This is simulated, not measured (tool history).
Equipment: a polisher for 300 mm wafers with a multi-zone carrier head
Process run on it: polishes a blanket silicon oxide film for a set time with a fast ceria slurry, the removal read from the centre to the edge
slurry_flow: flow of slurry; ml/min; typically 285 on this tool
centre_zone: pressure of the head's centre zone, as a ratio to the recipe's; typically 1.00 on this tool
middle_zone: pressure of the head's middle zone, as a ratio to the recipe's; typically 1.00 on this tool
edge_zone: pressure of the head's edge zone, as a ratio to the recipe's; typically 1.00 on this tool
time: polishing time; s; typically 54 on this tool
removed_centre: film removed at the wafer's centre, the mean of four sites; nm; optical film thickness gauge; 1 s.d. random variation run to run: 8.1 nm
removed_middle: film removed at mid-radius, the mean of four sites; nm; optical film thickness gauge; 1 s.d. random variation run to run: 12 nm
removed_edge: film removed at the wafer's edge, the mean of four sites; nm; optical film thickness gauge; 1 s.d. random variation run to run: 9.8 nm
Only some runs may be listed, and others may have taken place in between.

run,hour,slurry_flow,centre_zone,middle_zone,edge_zone,time,wafers since the last listed run,wafers polished on this pad,hours since the slurry nozzle was cleaned,hours since the centre zone pressure was calibrated,hours since the edge zone pressure was calibrated,hours since the carrier head's membrane was replaced,"incoming thickness of the incoming film, nm",removed_centre,removed_middle,removed_edge
1,0.0,285,1.00,1.00,1.00,54,0,2161,93.7,235.3,551.5,555.4,3545.5,801.2,818.4,823.4
2,94.0,285,1.00,0.92,1.00,54,1287,3448,187.7,329.3,645.5,649.4,3538.7,803.4,788.9,834.0
3,140.9,285,1.00,0.92,1.00,54,642,4090,234.6,376.2,692.4,696.3,3583.7,809.5,742.6,818.4
4,180.6,285,1.00,0.92,1.00,54,543,4634,274.3,415.9,732.1,736.0,3517.5,796.9,751.4,818.7
# hour 214.1: worn pad replaced by a new one
5,241.7,285,1.00,1.00,1.00,54,781,377,335.4,477.0,793.2,797.1,3598.5,806.0,832.3,815.7
6,339.6,285,1.00,1.00,1.00,54,1340,1717,433.3,574.9,891.1,895.0,3569.6,800.6,826.2,831.5
# hour 393.1: slurry nozzle cleaned
7,517.0,285,1.00,1.00,1.00,54,2415,4133,123.9,752.3,1068.5,1072.4,3533.1,798.2,818.9,809.7
# hour 565.3: worn pad replaced by a new one
8,585.6,285,1.00,1.00,1.00,54,884,277,192.5,820.9,1137.1,1141.0,3543.9,794.4,823.5,818.9
9,644.6,285,1.00,1.00,1.00,66,807,1085,251.5,879.9,1196.1,1200.0,3507.5,968.3,1021.1,999.8
10,743.9,285,1.00,1.00,1.00,54,1359,2445,350.8,979.2,1295.4,1299.3,3567.6,797.1,825.8,811.0
11,785.1,285,1.00,1.00,1.00,54,564,3009,392.0,1020.4,1336.6,1340.5,3601.0,788.3,821.5,819.1
12,831.6,235,1.00,1.00,1.10,54,636,3646,438.5,1066.9,1383.1,1387.0,3610.6,767.1,812.5,830.9
# hour 854.0: worn pad replaced by a new one
13,873.9,260,0.95,1.04,1.00,54,524,272,480.8,1109.2,1425.4,1429.3,3569.9,743.6,826.8,825.6
# hour 900.6: centre zone pressure recalibrated
# hour 951.9: slurry nozzle cleaned
14,972.5,375,1.09,0.93,1.00,54,1309,1581,20.6,71.9,1524.0,1527.9,3576.2,923.9,798.1,837.4
# hour 1074.1: edge zone pressure recalibrated
15,1078.7,310,1.09,1.09,0.94,54,1426,3008,126.8,178.1,4.6,1634.1,3567.6,900.9,886.8,787.4
# hour 1112.6: carrier head's membrane replaced by a new one
16,1115.7,285,1.10,1.00,1.00,54,438,3446,163.8,215.1,41.6,3.1,3615.1,915.4,829.4,807.9
# hour 1159.1: worn pad replaced by a new one
17,1172.5,285,1.00,1.00,1.00,54,723,183,220.6,271.9,98.4,59.9,3507.6,825.7,811.8,823.8
18,1249.5,285,1.00,1.00,1.00,54,1054,1237,297.6,348.9,175.4,136.9,3537.2,824.4,833.1,821.2
19,1356.5,285,0.92,1.00,1.09,49,1465,2702,404.6,455.9,282.4,243.9,3594.6,681.8,775.0,790.9
# hour 1397.2: slurry nozzle cleaned
20,1445.4,285,1.04,1.00,1.00,54,1203,3906,48.2,544.8,371.3,332.8,3577.4,840.0,832.2,809.0
21,1502.1,285,1.00,1.07,1.00,54,776,4682,104.9,601.5,428.0,389.5,3584.3,800.0,870.9,816.5
# hour 1518.2: worn pad replaced by a new one
22,1583.9,285,1.00,0.88,1.00,44,1065,899,186.7,683.3,509.8,471.3,3589.8,647.0,613.9,658.3
23,1689.6,285,0.96,1.00,1.00,66,1447,2346,292.4,789.0,615.5,577.0,3525.5,937.3,1044.9,996.3

Each row is a separate what-if for the run after 23, all from the same tool condition, not one after another. Results?
A,1690.0,285,1.00,1.00,1.00,48,5,2352,292.8,789.4,615.9,577.4,3591.9,?,?,?
B,1690.0,255,1.00,1.00,1.00,54,5,2352,292.8,789.4,615.9,577.4,3591.9,?,?,?
C,1690.0,370,1.00,0.95,1.00,60,5,2352,292.8,789.4,615.9,577.4,3591.9,?,?,?

run,removed_centre,removed_middle,removed_edge
A,701.1,738.3,732.4
B,781.8,824.0,819.0
C,893.3,899.6,928.5
With the hidden condition removed and each run's random variation left untouched, the same runs would have given:
run,removed_centre,removed_middle,removed_edge
A,728.4,738.2,732.4
B,812.2,823.8,819.0
C,928.0,899.4,928.5
